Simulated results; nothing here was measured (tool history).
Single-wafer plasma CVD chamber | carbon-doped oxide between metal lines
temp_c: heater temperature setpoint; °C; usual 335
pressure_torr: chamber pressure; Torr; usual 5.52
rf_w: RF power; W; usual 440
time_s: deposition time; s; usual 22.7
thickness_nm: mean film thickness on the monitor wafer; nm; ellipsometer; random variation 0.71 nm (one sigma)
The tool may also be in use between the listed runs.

run	day	temp_c	pressure_torr	rf_w	time_s	wafers since the last listed run	hours since the last thermocouple change	hours since the last RF generator calibration	hours since the last manometer calibration	hours since the showerhead was replaced	hours since the gauge calibration	read-back reference wafer on the same gauge, thickness_nm	thickness_nm
1	0.000	335	5.52	460	22.7	0	1364.3	484.5	2253.0	2256.1	413.3	135.927	124.301
2	4.296	335	5.52	440	22.7	2067	1467.4	587.6	2356.1	2359.2	516.4	136.189	119.954
3	6.938	331	5.52	480	22.7	1271	1530.8	651.0	2419.5	2422.6	579.8	136.143	130.134
# day 8.604: capacitance manometer re-zeroed and calibrated
4	10.988	331	5.52	480	22.7	1788	1628.0	748.2	57.2	2519.8	677.0	136.086	129.263
5	13.517	331	5.52	480	22.7	1217	1688.7	808.9	117.9	2580.5	737.7	135.918	130.213
6	16.346	335	6.28	525	22.7	1361	1756.6	876.8	185.8	2648.4	805.6	135.945	136.957
7	18.925	335	4.39	440	26.8	1241	1818.5	938.7	247.7	2710.3	867.5	136.030	134.823
8	22.250	342	6.56	470	19.4	1600	1898.3	1018.5	327.5	2790.1	947.3	136.045	106.062
9	26.646	335	6.09	465	19.5	2115	2003.8	1124.0	433.0	2895.6	1052.8	136.085	107.324
10	29.083	342	4.53	465	22.7	1173	2062.3	1182.5	491.5	2954.1	1111.3	136.015	117.400
# day 31.992: RF generator calibrated
11	32.729	335	5.52	375	22.7	1594	2149.8	17.7	579.0	3041.6	1198.8	136.042	106.581
12	34.988	335	5.95	440	22.7	1086	2204.0	71.9	633.2	3095.8	1253.0	135.909	122.662
13	38.233	344	5.52	375	25.5	1562	2281.9	149.8	711.1	3173.7	1330.9	135.869	115.709
14	42.121	322	5.52	440	22.7	1870	2375.2	243.1	804.4	3267.0	1424.2	136.018	124.572
# day 45.192: showerhead replaced
15	46.492	335	5.52	440	22.7	1943	2480.1	348.0	909.3	31.2	1529.1	135.953	119.388
16	49.346	335	4.69	440	24.9	1373	2548.6	416.5	977.8	99.7	1597.6	135.968	125.432
# day 52.592: thermocouple changed; heater temperature recalibrated
17	53.383	335	5.52	440	22.7	1782	19.0	513.4	1074.7	196.6	1694.5	136.041	119.664
18	56.879	335	5.52	375	22.7	1682	102.9	597.3	1158.6	280.5	1778.4	136.007	102.431
19	60.600	335	4.38	440	22.7	1790	192.2	686.6	1247.9	369.8	1867.7	135.854	112.897
20	64.288	335	5.52	440	19.4	1774	280.7	775.1	1336.4	458.3	1956.2	135.929	100.443
21	67.738	335	6.71	505	25.6	1660	363.5	857.9	1419.2	541.1	2039.0	136.005	149.926
22	70.392	335	5.52	440	24.1	1277	427.2	921.6	1482.9	604.8	2102.7	136.098	124.889
23	74.088	348	5.52	440	22.7	1778	515.9	1010.3	1571.6	693.5	2191.4	135.940	111.833
24	77.042	321	4.93	440	22.7	1421	586.8	1081.2	1642.5	764.4	2262.3	136.037	120.217
# day 78.500: RF generator calibrated
25	79.812	335	5.52	440	22.7	1173	653.3	31.5	1709.0	830.9	2328.8	135.832	122.863

Forecast run 26:
26	82.667	335	5.52	440	22.7	1373	721.8	100.0	1777.5	899.4	2397.3	?	?

read-back reference wafer on the same gauge, thickness_nm: 136.055
thickness_nm: 122.555 nm
Without the tool's hidden state the same run would have given thickness_nm 124.015 nm.
